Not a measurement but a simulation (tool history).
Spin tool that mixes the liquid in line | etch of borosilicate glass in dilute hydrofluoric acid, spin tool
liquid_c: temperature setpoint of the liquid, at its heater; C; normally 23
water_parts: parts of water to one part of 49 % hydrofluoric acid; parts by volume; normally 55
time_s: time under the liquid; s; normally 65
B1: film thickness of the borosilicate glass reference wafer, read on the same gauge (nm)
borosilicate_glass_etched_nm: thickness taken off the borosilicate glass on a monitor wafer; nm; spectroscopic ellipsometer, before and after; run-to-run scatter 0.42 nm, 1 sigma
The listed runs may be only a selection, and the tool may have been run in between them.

run 1 hour=0 | liquid_c=25 water_parts=55 time_s=65 | B1=50.01 | borosilicate_glass_etched_nm=47.52
run 2 hour=12.6 | liquid_c=25 water_parts=55 time_s=65 | B1=50 | borosilicate_glass_etched_nm=47.57
run 3 hour=20.9 | liquid_c=23 water_parts=55 time_s=75 | B1=49.99 | borosilicate_glass_etched_nm=50.45
run 4 hour=33.2 | liquid_c=23 water_parts=55 time_s=75 | B1=49.99 | borosilicate_glass_etched_nm=50.27
run 5 hour=46.3 | liquid_c=23 water_parts=55 time_s=75 | B1=50.01 | borosilicate_glass_etched_nm=49.75
run 6 hour=57.2 | liquid_c=25.5 water_parts=55 time_s=90 | B1=50 | borosilicate_glass_etched_nm=65.25
run 7 hour=66.2 | liquid_c=25.5 water_parts=55 time_s=90 | B1=50.01 | borosilicate_glass_etched_nm=65.88
run 8 hour=79.6 | liquid_c=25.5 water_parts=55 time_s=90 | B1=50 | borosilicate_glass_etched_nm=65.16
run 9 hour=91.8 | liquid_c=23 water_parts=55 time_s=65 | B1=50.01 | borosilicate_glass_etched_nm=42.51
run 10 hour=106.5 | liquid_c=23 water_parts=55 time_s=65 | B1=50 | borosilicate_glass_etched_nm=42.71
-- hour=116.9 gauge calibrated
run 11 hour=121.1 | liquid_c=23 water_parts=55 time_s=65 | B1=50 | borosilicate_glass_etched_nm=42.42
run 12 hour=132.5 | liquid_c=23 water_parts=55 time_s=65 | B1=50 | borosilicate_glass_etched_nm=41.71
-- hour=136 thermometer replaced
-- hour=148.2 hydrofluoric acid flow meter replaced
run 13 hour=148.7 | liquid_c=26.5 water_parts=35 time_s=105 | B1=50.01 | borosilicate_glass_etched_nm=144.01
run 14 hour=156.4 | liquid_c=19 water_parts=55 time_s=65 | B1=49.99 | borosilicate_glass_etched_nm=41.06
run 15 hour=171.4 | liquid_c=19 water_parts=55 time_s=65 | B1=50 | borosilicate_glass_etched_nm=40.01
run 16 hour=181.5 | liquid_c=26 water_parts=55 time_s=50 | B1=49.98 | borosilicate_glass_etched_nm=41.65
run 17 hour=199 | liquid_c=24.5 water_parts=75 time_s=65 | B1=50 | borosilicate_glass_etched_nm=35.98
run 18 hour=215.8 | liquid_c=27.5 water_parts=55 time_s=50 | B1=49.99 | borosilicate_glass_etched_nm=42.45
run 19 hour=225.6 | liquid_c=23 water_parts=40 time_s=40 | B1=50 | borosilicate_glass_etched_nm=39.83
run 20 hour=240.9 | liquid_c=23 water_parts=75 time_s=65 | B1=49.99 | borosilicate_glass_etched_nm=33
run 21 hour=249.3 | liquid_c=23 water_parts=55 time_s=65 | B1=50.03 | borosilicate_glass_etched_nm=46.29
run 22 hour=262.9 | liquid_c=28 water_parts=55 time_s=65 | B1=50 | borosilicate_glass_etched_nm=55.97
run 23 hour=288.4 | liquid_c=27.5 water_parts=80 time_s=50 | B1=49.99 | borosilicate_glass_etched_nm=27.81
run 24 hour=305.5 | liquid_c=23 water_parts=45 time_s=65 | B1=50 | borosilicate_glass_etched_nm=56.11

5 options for the next run, each taken on its own from the tool as it stands now. Forecast them:
run A hour=305.9 | liquid_c=23 water_parts=55 time_s=100 | B1=? | borosilicate_glass_etched_nm=?
run B hour=305.9 | liquid_c=23 water_parts=30 time_s=90 | B1=? | borosilicate_glass_etched_nm=?
run C hour=305.9 | liquid_c=19 water_parts=30 time_s=75 | B1=? | borosilicate_glass_etched_nm=?
run D hour=305.9 | liquid_c=23 water_parts=55 time_s=30 | B1=? | borosilicate_glass_etched_nm=?
run E hour=305.9 | liquid_c=23 water_parts=25 time_s=65 | B1=? | borosilicate_glass_etched_nm=?

run=A B1=50 borosilicate_glass_etched_nm=70.42
run=B B1=50 borosilicate_glass_etched_nm=120.31
run=C B1=50 borosilicate_glass_etched_nm=84.51
run=D B1=50 borosilicate_glass_etched_nm=21.13
run=E B1=50 borosilicate_glass_etched_nm=104.98
What these runs would have given with no unlogged condition in the tool:
run=A borosilicate_glass_etched_nm=75.8
run=B borosilicate_glass_etched_nm=129.21
run=C borosilicate_glass_etched_nm=90.74
run=D borosilicate_glass_etched_nm=22.74
run=E borosilicate_glass_etched_nm=112.72
